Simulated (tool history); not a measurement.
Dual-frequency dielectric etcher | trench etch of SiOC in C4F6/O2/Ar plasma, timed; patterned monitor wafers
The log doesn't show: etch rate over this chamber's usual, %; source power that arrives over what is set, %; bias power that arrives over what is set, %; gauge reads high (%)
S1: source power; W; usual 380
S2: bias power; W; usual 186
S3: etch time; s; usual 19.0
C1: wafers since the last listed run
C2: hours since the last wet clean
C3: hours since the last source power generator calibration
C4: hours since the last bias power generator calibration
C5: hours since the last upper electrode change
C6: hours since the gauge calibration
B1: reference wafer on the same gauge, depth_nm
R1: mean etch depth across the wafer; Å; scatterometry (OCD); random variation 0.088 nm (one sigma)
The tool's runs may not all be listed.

run 1 day=0.000 | S1=380 S2=186 S3=19.0 | C1=0 C2=256.8 C3=101.1 C4=3608.0 C5=143.4 C6=9.0 | B1=45.44 | R1=431.1
run 2 day=2.088 | S1=380 S2=186 S3=19.0 | C1=782 C2=306.9 C3=151.2 C4=3658.1 C5=193.5 C6=59.1 | B1=45.37 | R1=431.0
run 3 day=3.650 | S1=380 S2=186 S3=19.0 | C1=585 C2=344.4 C3=188.7 C4=3695.6 C5=231.0 C6=96.6 | B1=45.39 | R1=430.7
run 4 day=5.575 | S1=380 S2=186 S3=19.0 | C1=721 C2=390.6 C3=234.9 C4=3741.8 C5=277.2 C6=142.8 | B1=45.41 | R1=430.8
run 5 day=6.871 | S1=350 S2=186 S3=21.5 | C1=485 C2=421.7 C3=266.0 C4=3772.9 C5=308.3 C6=173.9 | B1=45.43 | R1=475.7
run 6 day=8.838 | S1=380 S2=186 S3=19.0 | C1=737 C2=468.9 C3=313.2 C4=3820.1 C5=355.5 C6=221.1 | B1=45.40 | R1=430.9
run 7 day=11.721 | S1=380 S2=186 S3=19.0 | C1=1081 C2=538.1 C3=382.4 C4=3889.3 C5=424.7 C6=290.3 | B1=45.39 | R1=431.9
-- day=13.200 wet clean of the chamber
run 8 day=13.517 | S1=310 S2=162 S3=20.5 | C1=298 C2=7.6 C3=425.5 C4=3932.4 C5=467.8 C6=333.4 | B1=45.39 | R1=414.2
run 9 day=14.725 | S1=310 S2=170 S3=17.5 | C1=453 C2=36.6 C3=454.5 C4=3961.4 C5=496.8 C6=362.4 | B1=45.39 | R1=361.3
run 10 day=15.854 | S1=300 S2=186 S3=22.0 | C1=423 C2=63.7 C3=481.6 C4=3988.5 C5=523.9 C6=389.5 | B1=45.39 | R1=466.4
run 11 day=18.775 | S1=350 S2=153 S3=19.0 | C1=1095 C2=133.8 C3=551.7 C4=4058.6 C5=594.0 C6=459.6 | B1=45.43 | R1=390.5
run 12 day=20.446 | S1=330 S2=228 S3=24.5 | C1=626 C2=173.9 C3=591.8 C4=4098.7 C5=634.1 C6=499.7 | B1=45.44 | R1=576.0
run 13 day=23.100 | S1=440 S2=154 S3=22.0 | C1=995 C2=237.6 C3=655.5 C4=4162.4 C5=697.8 C6=563.4 | B1=45.39 | R1=487.5
run 14 day=24.717 | S1=480 S2=186 S3=19.0 | C1=606 C2=276.4 C3=694.3 C4=4201.2 C5=736.6 C6=602.2 | B1=45.42 | R1=464.9
run 15 day=26.104 | S1=410 S2=223 S3=16.0 | C1=520 C2=309.7 C3=727.6 C4=4234.5 C5=769.9 C6=635.5 | B1=45.39 | R1=397.1
run 16 day=29.871 | S1=330 S2=228 S3=24.5 | C1=1412 C2=400.1 C3=818.0 C4=4324.9 C5=860.3 C6=725.9 | B1=45.43 | R1=574.2
-- day=32.129 bias power generator calibrated
run 17 day=32.579 | S1=420 S2=157 S3=21.5 | C1=953 C2=465.1 C3=883.0 C4=10.8 C5=925.3 C6=790.9 | B1=45.39 | R1=474.2
run 18 day=34.579 | S1=460 S2=141 S3=19.0 | C1=750 C2=513.1 C3=931.0 C4=58.8 C5=973.3 C6=838.9 | B1=45.39 | R1=414.2
run 19 day=35.654 | S1=410 S2=224 S3=23.0 | C1=403 C2=538.9 C3=956.8 C4=84.6 C5=999.1 C6=864.7 | B1=45.42 | R1=573.9
-- day=37.138 wet clean of the chamber
run 20 day=38.600 | S1=380 S2=186 S3=19.0 | C1=729 C2=35.1 C3=1027.5 C4=155.3 C5=1069.8 C6=935.4 | B1=45.38 | R1=429.5
run 21 day=39.783 | S1=380 S2=186 S3=19.0 | C1=443 C2=63.5 C3=1055.9 C4=183.7 C5=1098.2 C6=963.8 | B1=45.42 | R1=431.2
run 22 day=41.646 | S1=380 S2=221 S3=16.5 | C1=698 C2=108.2 C3=1100.6 C4=228.4 C5=1142.9 C6=1008.5 | B1=45.41 | R1=400.6
run 23 day=44.462 | S1=330 S2=223 S3=19.0 | C1=1056 C2=175.8 C3=1168.2 C4=296.0 C5=1210.5 C6=1076.1 | B1=45.39 | R1=441.5
run 24 day=45.671 | S1=330 S2=163 S3=14.5 | C1=453 C2=204.8 C3=1197.2 C4=325.0 C5=1239.5 C6=1105.1 | B1=45.40 | R1=299.5
run 25 day=47.496 | S1=310 S2=162 S3=20.5 | C1=684 C2=248.6 C3=1241.0 C4=368.8 C5=1283.3 C6=1148.9 | B1=45.41 | R1=415.0
run 26 day=50.121 | S1=380 S2=227 S3=24.5 | C1=984 C2=311.6 C3=1304.0 C4=431.8 C5=1346.3 C6=1211.9 | B1=45.37 | R1=599.3
run 27 day=52.729 | S1=380 S2=220 S3=23.5 | C1=978 C2=374.2 C3=1366.6 C4=494.4 C5=1408.9 C6=1274.5 | B1=45.42 | R1=569.4
run 28 day=55.308 | S1=380 S2=200 S3=13.5 | C1=967 C2=436.1 C3=1428.5 C4=556.3 C5=1470.8 C6=1336.4 | B1=45.39 | R1=315.2
-- day=57.229 wet clean of the chamber
run 29 day=57.729 | S1=380 S2=166 S3=19.0 | C1=532 C2=12.0 C3=1486.6 C4=614.4 C5=1528.9 C6=1394.5 | B1=45.38 | R1=413.9

What the log doesn't show, run by run:
etch rate over this chamber's usual, %: 0 in every run
source power that arrives over what is set, %: 0 in every run
bias power that arrives over what is set, %: 0 in every run
gauge reads high (%): 0 in every run

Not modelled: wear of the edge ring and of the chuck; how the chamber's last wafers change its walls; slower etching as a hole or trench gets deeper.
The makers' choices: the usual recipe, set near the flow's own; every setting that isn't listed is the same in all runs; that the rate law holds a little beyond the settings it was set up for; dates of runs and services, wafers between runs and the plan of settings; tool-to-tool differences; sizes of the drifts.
